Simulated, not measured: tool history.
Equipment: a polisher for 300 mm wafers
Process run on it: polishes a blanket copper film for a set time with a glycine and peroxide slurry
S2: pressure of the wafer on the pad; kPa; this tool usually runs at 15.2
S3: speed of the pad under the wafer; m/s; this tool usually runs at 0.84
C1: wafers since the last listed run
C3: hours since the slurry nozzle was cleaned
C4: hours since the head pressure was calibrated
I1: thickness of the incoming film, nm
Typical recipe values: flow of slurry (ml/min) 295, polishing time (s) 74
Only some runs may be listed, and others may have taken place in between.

run 1 day=0 | flow_of_slurry_(ml/min)=295 S2=15.2 S3=0.66 polishing_time_(s)=74 | C1=0 wafers_polished_on_this_pad=784 C3=238 C4=298.8 | I1=1680.1 | film_removed_(angstrom)=2995
run 2 day=2.15 | flow_of_slurry_(ml/min)=295 S2=16.5 S3=0.84 polishing_time_(s)=74 | C1=426 wafers_polished_on_this_pad=1211 C3=289.6 C4=350.4 | I1=1726 | film_removed_(angstrom)=3650
run 3 day=4.446 | flow_of_slurry_(ml/min)=295 S2=16.5 S3=0.84 polishing_time_(s)=74 | C1=455 wafers_polished_on_this_pad=1666 C3=344.7 C4=405.5 | I1=1696.2 | film_removed_(angstrom)=3593
-- day=4.725 worn pad replaced by a new one
run 4 day=8.929 | flow_of_slurry_(ml/min)=295 S2=16.5 S3=0.84 polishing_time_(s)=74 | C1=856 wafers_polished_on_this_pad=834 C3=452.3 C4=513.1 | I1=1706.3 | film_removed_(angstrom)=3509
-- day=9.858 slurry nozzle cleaned
run 5 day=12.333 | flow_of_slurry_(ml/min)=295 S2=15.2 S3=0.84 polishing_time_(s)=74 | C1=667 wafers_polished_on_this_pad=1501 C3=59.4 C4=594.8 | I1=1689.1 | film_removed_(angstrom)=3448
-- day=13.896 worn pad replaced by a new one
run 6 day=13.917 | flow_of_slurry_(ml/min)=240 S2=16.5 S3=0.84 polishing_time_(s)=74 | C1=281 wafers_polished_on_this_pad=4 C3=97.4 C4=632.8 | I1=1700.9 | film_removed_(angstrom)=3595
run 7 day=16.25 | flow_of_slurry_(ml/min)=240 S2=16.5 S3=0.84 polishing_time_(s)=74 | C1=462 wafers_polished_on_this_pad=467 C3=153.4 C4=688.8 | I1=1715.6 | film_removed_(angstrom)=3522
run 8 day=21.217 | flow_of_slurry_(ml/min)=295 S2=15.2 S3=0.84 polishing_time_(s)=74 | C1=985 wafers_polished_on_this_pad=1452 C3=272.6 C4=808 | I1=1713.9 | film_removed_(angstrom)=3377
-- day=23.688 worn pad replaced by a new one
run 9 day=24.258 | flow_of_slurry_(ml/min)=295 S2=15.2 S3=0.84 polishing_time_(s)=74 | C1=570 wafers_polished_on_this_pad=113 C3=345.6 C4=881 | I1=1687.4 | film_removed_(angstrom)=3385
-- day=26.308 head pressure recalibrated
run 10 day=27.183 | flow_of_slurry_(ml/min)=240 S2=16.5 S3=0.84 polishing_time_(s)=74 | C1=563 wafers_polished_on_this_pad=677 C3=415.8 C4=21 | I1=1670.6 | film_removed_(angstrom)=3469
run 11 day=30.546 | flow_of_slurry_(ml/min)=295 S2=15.2 S3=0.84 polishing_time_(s)=60 | C1=667 wafers_polished_on_this_pad=1344 C3=496.5 C4=101.7 | I1=1697.8 | film_removed_(angstrom)=2650
run 12 day=32.733 | flow_of_slurry_(ml/min)=295 S2=15.2 S3=1.02 polishing_time_(s)=65 | C1=434 wafers_polished_on_this_pad=1778 C3=549 C4=154.2 | I1=1702.4 | film_removed_(angstrom)=3166
-- day=32.979 slurry nozzle cleaned
-- day=33.821 worn pad replaced by a new one
run 13 day=35.642 | flow_of_slurry_(ml/min)=295 S2=15.2 S3=0.84 polishing_time_(s)=56 | C1=535 wafers_polished_on_this_pad=360 C3=63.9 C4=224 | I1=1675.6 | film_removed_(angstrom)=2576
run 14 day=37.975 | flow_of_slurry_(ml/min)=295 S2=15.2 S3=0.84 polishing_time_(s)=74 | C1=462 wafers_polished_on_this_pad=823 C3=119.9 C4=280 | I1=1710.9 | film_removed_(angstrom)=3349
run 15 day=40.862 | flow_of_slurry_(ml/min)=215 S2=10.3 S3=0.54 polishing_time_(s)=58 | C1=572 wafers_polished_on_this_pad=1396 C3=189.2 C4=349.3 | I1=1717.2 | film_removed_(angstrom)=1607
run 16 day=42.608 | flow_of_slurry_(ml/min)=295 S2=20 S3=0.98 polishing_time_(s)=74 | C1=346 wafers_polished_on_this_pad=1743 C3=231.1 C4=391.2 | I1=1677.7 | film_removed_(angstrom)=4593

Forecast run 17:
-- day=45.146 worn pad replaced by a new one
run 17 day=45.9 | flow_of_slurry_(ml/min)=295 S2=15.2 S3=0.84 polishing_time_(s)=74 | C1=620 wafers_polished_on_this_pad=149 C3=310.1 C4=470.2 | I1=1711.9 | film_removed_(angstrom)=?

{"run 17": {"film removed (angstrom)": 3364}}
Minus the tool's unlogged condition, the same run would have read film removed (angstrom) 3429.

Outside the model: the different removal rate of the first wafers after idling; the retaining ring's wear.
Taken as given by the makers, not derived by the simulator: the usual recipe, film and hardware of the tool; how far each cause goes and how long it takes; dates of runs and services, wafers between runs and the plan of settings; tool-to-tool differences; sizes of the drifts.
